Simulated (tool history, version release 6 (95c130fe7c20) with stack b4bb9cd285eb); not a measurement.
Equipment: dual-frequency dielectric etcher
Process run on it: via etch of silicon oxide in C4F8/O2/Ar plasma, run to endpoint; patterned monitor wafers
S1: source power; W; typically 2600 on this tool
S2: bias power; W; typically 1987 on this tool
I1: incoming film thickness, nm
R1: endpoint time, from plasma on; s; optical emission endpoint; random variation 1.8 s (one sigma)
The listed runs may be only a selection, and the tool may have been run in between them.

run 1 hour=0.0 | S1=2600 S2=1987 | I1=1511.6 | R1=275.8
-- hour=87.5 wet clean of the chamber
run 2 hour=106.3 | S1=2600 S2=1987 | I1=1502.9 | R1=261.4
run 3 hour=161.1 | S1=2600 S2=1987 | I1=1517.4 | R1=260.9
run 4 hour=205.9 | S1=2600 S2=1987 | I1=1505.0 | R1=263.3
run 5 hour=249.1 | S1=2600 S2=1987 | I1=1515.4 | R1=265.0
run 6 hour=285.2 | S1=2600 S2=1987 | I1=1516.3 | R1=269.6
run 7 hour=347.0 | S1=2600 S2=1987 | I1=1520.7 | R1=270.7
run 8 hour=396.3 | S1=2910 S2=1987 | I1=1506.7 | R1=253.1
run 9 hour=447.3 | S1=2910 S2=1987 | I1=1517.8 | R1=260.8
run 10 hour=598.1 | S1=2600 S2=1987 | I1=1520.6 | R1=275.6
run 11 hour=662.8 | S1=2600 S2=1987 | I1=1517.1 | R1=275.7
-- hour=721.6 wet clean of the chamber
run 12 hour=722.1 | S1=2930 S2=1987 | I1=1508.5 | R1=243.0
run 13 hour=751.0 | S1=2600 S2=1987 | I1=1530.0 | R1=265.9
-- hour=779.9 bias power generator calibrated
run 14 hour=808.3 | S1=2600 S2=1987 | I1=1516.6 | R1=265.8
run 15 hour=840.2 | S1=2600 S2=2322 | I1=1487.9 | R1=249.1
run 16 hour=890.6 | S1=2060 S2=1987 | I1=1520.5 | R1=302.2
run 17 hour=932.3 | S1=2090 S2=2404 | I1=1521.3 | R1=281.6
run 18 hour=993.9 | S1=2600 S2=1857 | I1=1519.7 | R1=275.9
run 19 hour=1024.9 | S1=2100 S2=1735 | I1=1512.5 | R1=309.6
run 20 hour=1076.1 | S1=2980 S2=1558 | I1=1508.0 | R1=265.8

What will run 21 give?
-- hour=1102.9 source power generator calibrated
run 21 hour=1132.8 | S1=2770 S2=1987 | I1=1508.9 | R1=?

R1: 264.3 s
The same run, on a tool lacking any hidden state, would have yielded R1 253.9 s.
